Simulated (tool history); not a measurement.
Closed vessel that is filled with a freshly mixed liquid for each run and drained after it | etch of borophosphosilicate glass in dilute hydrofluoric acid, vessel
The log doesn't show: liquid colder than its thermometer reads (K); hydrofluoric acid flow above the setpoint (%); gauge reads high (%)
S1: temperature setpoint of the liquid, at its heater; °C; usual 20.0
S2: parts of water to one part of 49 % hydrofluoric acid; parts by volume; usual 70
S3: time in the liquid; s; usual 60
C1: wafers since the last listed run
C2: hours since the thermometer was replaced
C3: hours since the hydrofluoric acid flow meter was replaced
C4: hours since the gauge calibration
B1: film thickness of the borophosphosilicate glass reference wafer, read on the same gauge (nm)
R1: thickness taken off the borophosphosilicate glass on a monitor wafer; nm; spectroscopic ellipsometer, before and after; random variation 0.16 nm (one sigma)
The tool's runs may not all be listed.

run 1 hour=0.0 | S1=20.0 S2=70 S3=60 | C1=0 C2=1028.1 C3=652.2 C4=829.3 | B1=81.21 | R1=45.57
run 2 hour=60.5 | S1=20.0 S2=70 S3=60 | C1=3799 C2=1088.6 C3=712.7 C4=889.8 | B1=81.36 | R1=45.84
run 3 hour=159.4 | S1=20.0 S2=70 S3=60 | C1=6210 C2=1187.5 C3=811.6 C4=988.7 | B1=81.54 | R1=45.69
run 4 hour=218.9 | S1=20.0 S2=70 S3=60 | C1=3736 C2=1247.0 C3=871.1 C4=1048.2 | B1=81.69 | R1=45.92
run 5 hour=324.1 | S1=20.0 S2=70 S3=70 | C1=6606 C2=1352.2 C3=976.3 C4=1153.4 | B1=81.89 | R1=52.96
-- hour=374.3 hydrofluoric acid flow meter replaced
run 6 hour=406.6 | S1=20.0 S2=70 S3=70 | C1=5117 C2=1434.7 C3=32.3 C4=1235.9 | B1=82.05 | R1=53.40
run 7 hour=462.7 | S1=20.0 S2=70 S3=60 | C1=3522 C2=1490.8 C3=88.4 C4=1292.0 | B1=82.17 | R1=46.02
run 8 hour=525.7 | S1=20.0 S2=70 S3=60 | C1=3956 C2=1553.8 C3=151.4 C4=1355.0 | B1=82.27 | R1=46.11
-- hour=529.0 gauge calibrated
run 9 hour=563.1 | S1=20.0 S2=70 S3=60 | C1=2348 C2=1591.2 C3=188.8 C4=34.1 | B1=79.81 | R1=44.61
run 10 hour=635.7 | S1=20.0 S2=70 S3=80 | C1=4559 C2=1663.8 C3=261.4 C4=106.7 | B1=79.94 | R1=59.52
-- hour=682.5 thermometer replaced
run 11 hour=737.4 | S1=24.5 S2=80 S3=80 | C1=6323 C2=54.9 C3=363.1 C4=208.4 | B1=80.17 | R1=62.43
run 12 hour=789.3 | S1=21.5 S2=60 S3=85 | C1=3259 C2=106.8 C3=415.0 C4=260.3 | B1=80.28 | R1=79.99
run 13 hour=879.3 | S1=20.0 S2=90 S3=30 | C1=5651 C2=196.8 C3=505.0 C4=350.3 | B1=80.44 | R1=17.07
run 14 hour=977.1 | S1=20.0 S2=70 S3=90 | C1=6141 C2=294.6 C3=602.8 C4=448.1 | B1=80.65 | R1=68.08
run 15 hour=1013.2 | S1=20.0 S2=70 S3=60 | C1=2266 C2=330.7 C3=638.9 C4=484.2 | B1=80.75 | R1=44.89
run 16 hour=1065.2 | S1=20.0 S2=45 S3=60 | C1=3265 C2=382.7 C3=690.9 C4=536.2 | B1=80.83 | R1=72.46
run 17 hour=1162.0 | S1=18.5 S2=95 S3=60 | C1=6078 C2=479.5 C3=787.7 C4=633.0 | B1=81.04 | R1=30.45
run 18 hour=1232.1 | S1=20.0 S2=70 S3=60 | C1=4402 C2=549.6 C3=857.8 C4=703.1 | B1=81.20 | R1=45.33

3 ways to go on from here, each from the tool as it stands after run 18. What would each give?
run A hour=1232.8 | S1=23.5 S2=70 S3=60 | C1=43 C2=550.3 C3=858.5 C4=703.8 | B1=? | R1=?
run B hour=1232.8 | S1=18.0 S2=70 S3=60 | C1=43 C2=550.3 C3=858.5 C4=703.8 | B1=? | R1=?
run C hour=1232.8 | S1=17.0 S2=55 S3=60 | C1=43 C2=550.3 C3=858.5 C4=703.8 | B1=? | R1=?

run=A B1=81.17 R1=52.48
run=B B1=81.17 R1=41.74
run=C B1=81.17 R1=51.74
Without the tool's hidden state the same runs would have given:
run=A R1=51.72
run=B R1=41.13
run=C R1=50.99
